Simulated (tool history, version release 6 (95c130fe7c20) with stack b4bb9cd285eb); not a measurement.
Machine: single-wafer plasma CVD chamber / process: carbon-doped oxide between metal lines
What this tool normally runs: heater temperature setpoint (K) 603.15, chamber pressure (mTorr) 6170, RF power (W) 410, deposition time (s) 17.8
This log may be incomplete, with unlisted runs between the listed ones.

run    hour  heater temperature setpoint (K)  chamber pressure (mTorr)  RF power (W)  deposition time (s)  read-back reference wafer on the same gauge, thickness_nm  mean film thickness on the monitor wafer (Å)
  1       0                           603.15                      6170           410                 17.8                                                     80.143                                        846.22
  2    70.2                           603.15                      6170           410                 17.8                                                     80.149                                         844.7
      103.3  -- gauge calibrated
  3   136.3                           603.15                      6170           410                 17.8                                                     80.169                                        839.59
  4   170.3                           603.15                      6840           410                 17.8                                                     80.193                                        851.26
  5     200                           603.15                      6840           410                 17.8                                                      80.24                                        854.97
  6     235                           603.15                      6840           410                 17.8                                                     80.208                                        852.02
  7   262.7                           600.15                      6170           410                 17.8                                                     80.264                                        854.23
  8   315.3                           600.15                      6170           410                 17.8                                                     80.155                                        853.17
  9   382.1                           600.15                      6170           410                 17.8                                                     80.224                                        850.19
      397.6  -- capacitance manometer re-zeroed and calibrated
      417.5  -- RF generator calibrated
 10   453.6                           603.15                      6170           410                 17.8                                                     80.137                                        842.19
        468  -- showerhead replaced
 11   507.9                           603.15                      6170           410                 17.8                                                      80.18                                        839.66
 12     554                           603.15                      6170           410                 17.8                                                     80.321                                        837.62
 13   622.7                           603.15                      6170           410                 17.8                                                     80.211                                        835.16
 14   667.8                           603.15                      6170           410                 14.7                                                     80.186                                         693.8
 15   773.7                           603.15                      6170           410                 17.8                                                     80.144                                        834.15
 16   840.5                           603.15                      6170           335                 19.2                                                     80.204                                        759.14
 17   910.9                           603.15                      6170           365                 16.9                                                     80.234                                        718.76
 18   941.8                           617.15                      5150           340                 17.8                                                      80.12                                        661.33
 19  1000.2                           611.15                      6170           445                 17.8                                                     80.173                                        862.49
     1023.6  -- thermocouple changed; heater temperature recalibrated
 20  1034.9                           594.15                      7680           385                 17.8                                                     80.158                                        855.17
 21  1070.6                           597.15                      5690           410                 19.2                                                     80.159                                        931.44
     1088.4  -- gauge calibrated
 22  1111.4                           603.15                      6170           410                 16.4                                                     80.237                                        790.24
 23  1152.5                           603.15                      6170           410                 17.8                                                     80.244                                        849.88
 24  1193.9                           603.15                      4890           410                   20                                                     80.279                                        918.74

Forecast run 25:
 25  1256.8                           594.15                      7680           385                 17.8                                                          ?                                             ?

{"run 25": {"read-back reference wafer on the same gauge, thickness_nm": 80.215, "mean film thickness on the monitor wafer (Å)": 854.12}}
Had the tool carried no hidden state, the very same run would have given mean film thickness on the monitor wafer (Å) 851.7.
